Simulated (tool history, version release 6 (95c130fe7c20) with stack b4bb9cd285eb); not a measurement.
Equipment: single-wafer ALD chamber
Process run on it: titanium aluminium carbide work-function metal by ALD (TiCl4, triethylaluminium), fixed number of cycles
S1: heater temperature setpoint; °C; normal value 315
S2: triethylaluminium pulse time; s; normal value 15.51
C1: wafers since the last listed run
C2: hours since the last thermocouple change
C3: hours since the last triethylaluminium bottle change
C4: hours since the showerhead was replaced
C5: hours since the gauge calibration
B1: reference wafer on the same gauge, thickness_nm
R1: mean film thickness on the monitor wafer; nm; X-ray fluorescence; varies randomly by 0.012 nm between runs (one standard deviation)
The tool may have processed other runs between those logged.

{"run": 1, "hour": 0.0, "S1": 315, "S2": 15.51, "C1": 0, "C2": 694.0, "C3": 459.7, "C4": 4276.4, "C5": 146.3, "B1": 2.286, "R1": 2.093}
{"run": 2, "hour": 29.2, "S1": 315, "S2": 15.51, "C1": 251, "C2": 723.2, "C3": 488.9, "C4": 4305.6, "C5": 175.5, "B1": 2.281, "R1": 2.089}
{"run": 3, "hour": 48.7, "S1": 325, "S2": 15.51, "C1": 168, "C2": 742.7, "C3": 508.4, "C4": 4325.1, "C5": 195.0, "B1": 2.278, "R1": 2.191}
{"run": 4, "hour": 123.8, "S1": 325, "S2": 18.32, "C1": 647, "C2": 817.8, "C3": 583.5, "C4": 4400.2, "C5": 270.1, "B1": 2.28, "R1": 2.277}
{"run": 5, "hour": 155.1, "S1": 315, "S2": 15.51, "C1": 269, "C2": 849.1, "C3": 614.8, "C4": 4431.5, "C5": 301.4, "B1": 2.278, "R1": 2.038}
{"run": 6, "hour": 218.4, "S1": 315, "S2": 15.51, "C1": 545, "C2": 912.4, "C3": 678.1, "C4": 4494.8, "C5": 364.7, "B1": 2.278, "R1": 2.042}
{"run": 7, "hour": 245.0, "S1": 318, "S2": 12.51, "C1": 229, "C2": 939.0, "C3": 704.7, "C4": 4521.4, "C5": 391.3, "B1": 2.275, "R1": 1.797}
{"run": 8, "hour": 279.0, "S1": 318, "S2": 12.51, "C1": 293, "C2": 973.0, "C3": 738.7, "C4": 4555.4, "C5": 425.3, "B1": 2.277, "R1": 1.776}
{"run": 9, "hour": 305.7, "S1": 318, "S2": 12.51, "C1": 230, "C2": 999.7, "C3": 765.4, "C4": 4582.1, "C5": 452.0, "B1": 2.273, "R1": 1.761}
{"run": 10, "hour": 319.2, "S1": 315, "S2": 15.51, "C1": 116, "C2": 1013.2, "C3": 778.9, "C4": 4595.6, "C5": 465.5, "B1": 2.286, "R1": 1.982}
{"hour": 334.4, "done": "thermocouple changed; heater temperature recalibrated"}
{"run": 11, "hour": 339.3, "S1": 302, "S2": 15.51, "C1": 104, "C2": 4.9, "C3": 799.0, "C4": 4615.7, "C5": 485.6, "B1": 2.284, "R1": 1.879}
{"run": 12, "hour": 357.2, "S1": 311, "S2": 19.31, "C1": 154, "C2": 22.8, "C3": 816.9, "C4": 4633.6, "C5": 503.5, "B1": 2.282, "R1": 2.116}
{"hour": 369.5, "done": "gauge calibrated"}
{"run": 13, "hour": 383.9, "S1": 305, "S2": 18.01, "C1": 230, "C2": 49.5, "C3": 843.6, "C4": 4660.3, "C5": 14.4, "B1": 2.279, "R1": 1.996}
{"run": 14, "hour": 411.5, "S1": 315, "S2": 15.51, "C1": 237, "C2": 77.1, "C3": 871.2, "C4": 4687.9, "C5": 42.0, "B1": 2.281, "R1": 1.966}
{"run": 15, "hour": 435.4, "S1": 328, "S2": 19.61, "C1": 206, "C2": 101.0, "C3": 895.1, "C4": 4711.8, "C5": 65.9, "B1": 2.28, "R1": 2.29}
{"run": 16, "hour": 454.0, "S1": 308, "S2": 19.01, "C1": 160, "C2": 119.6, "C3": 913.7, "C4": 4730.4, "C5": 84.5, "B1": 2.277, "R1": 2.067}
{"hour": 501.8, "done": "showerhead replaced"}
{"hour": 505.9, "done": "triethylaluminium bottle replaced"}
{"run": 17, "hour": 542.3, "S1": 329, "S2": 15.51, "C1": 657, "C2": 207.9, "C3": 36.4, "C4": 40.5, "C5": 172.8, "B1": 2.278, "R1": 2.406}
{"run": 18, "hour": 572.5, "S1": 305, "S2": 15.51, "C1": 260, "C2": 238.1, "C3": 66.6, "C4": 70.7, "C5": 203.0, "B1": 2.283, "R1": 2.141}
{"run": 19, "hour": 610.4, "S1": 306, "S2": 13.63, "C1": 326, "C2": 276.0, "C3": 104.5, "C4": 108.6, "C5": 240.9, "B1": 2.281, "R1": 2.1}
{"run": 20, "hour": 639.8, "S1": 318, "S2": 12.51, "C1": 253, "C2": 305.4, "C3": 133.9, "C4": 138.0, "C5": 270.3, "B1": 2.288, "R1": 2.184}

Had the tool no unlogged condition, and each run kept its random variation, what would the results have been?
The hidden state here: wafer temperature above the value expected at the setpoint (K); triethylaluminium dose above that of a fresh bottle (%); gauge reads high (%).
run=1 R1=2.247
run=2 R1=2.255
run=3 R1=2.372
run=4 R1=2.384
run=5 R1=2.246
run=6 R1=2.272
run=7 R1=2.244
run=8 R1=2.234
run=9 R1=2.227
run=10 R1=2.237
run=11 R1=2.125
run=12 R1=2.232
run=13 R1=2.149
run=14 R1=2.243
run=15 R1=2.418
run=16 R1=2.202
run=17 R1=2.411
run=18 R1=2.149
run=19 R1=2.127
run=20 R1=2.239

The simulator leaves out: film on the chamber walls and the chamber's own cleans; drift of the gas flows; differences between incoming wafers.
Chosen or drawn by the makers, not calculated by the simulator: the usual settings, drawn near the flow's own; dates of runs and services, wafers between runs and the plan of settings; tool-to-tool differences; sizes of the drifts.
